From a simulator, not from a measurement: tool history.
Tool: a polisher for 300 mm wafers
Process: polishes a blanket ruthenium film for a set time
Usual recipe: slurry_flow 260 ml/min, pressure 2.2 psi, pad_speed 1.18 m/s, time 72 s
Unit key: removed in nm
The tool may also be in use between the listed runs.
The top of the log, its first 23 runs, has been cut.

run	day	slurry_flow	pressure	pad_speed	time	wafers since the last listed run	wafers polished on this pad	hours since the slurry nozzle was cleaned	hours since the head pressure was calibrated	incoming thickness of the incoming film, nm	removed
# day 45.7: slurry nozzle cleaned
24	46.4	260	2.2	1.18	72	505	1860	16.8	1349	640.3	93.7
# day 46.75: head pressure recalibrated
25	49.008	335	2.9	1.18	85	503	2364	79.4	54.2	630.1	157.5
26	51.45	290	1.7	1.18	72	487	2851	138	112.8	637.4	84.6
27	53.533	260	2.7	1.18	72	415	3267	188	162.8	627.9	123.3
# day 53.942: worn pad replaced by a new one
28	56.15	260	2.2	1.04	63	488	440	250.8	225.6	625.3	79
29	58.783	305	2.2	1.18	53	525	965	314	288.8	634.1	77.5
30	59.804	340	2.2	0.86	72	203	1169	338.5	313.3	619.2	76.5
31	62.45	350	2.6	1.18	96	527	1697	402	376.8	632	161
32	64.179	260	1.8	1.46	90	344	2042	443.5	418.3	626.5	133.4
# day 65.033: head pressure recalibrated, repeated, since the last time left the tool worse
33	65.846	260	2.2	1.18	72	315	2357	483.5	19.5	622.2	97.6
34	67.821	260	2.2	1.18	72	393	2751	530.9	66.9	626.9	99.5
35	68.842	260	2.2	1.3	72	203	2955	555.4	91.4	635	106
# day 70.375: worn pad replaced by a new one
36	70.396	260	2.4	1.18	57	276	4	592.7	128.7	628.3	83.2
37	72.342	260	2.2	1.18	72	388	392	639.4	175.4	634.4	98.2
38	75.058	260	2.2	1.18	72	541	934	704.6	240.6	631.8	97.1

Alternative continuations, all from the tool just after run 38; predict every row:
A	75.075	260	2.2	1.18	72	3	937	705	241	619.9	?
B	75.075	260	2.5	1.18	72	3	937	705	241	619.9	?
C	75.075	260	1.6	1.18	72	3	937	705	241	619.9	?

run	removed
A	97.5
B	108.5
C	75.5
With no hidden state in the tool, these same runs would have given:
run	removed
A	98.1
B	109.2
C	76
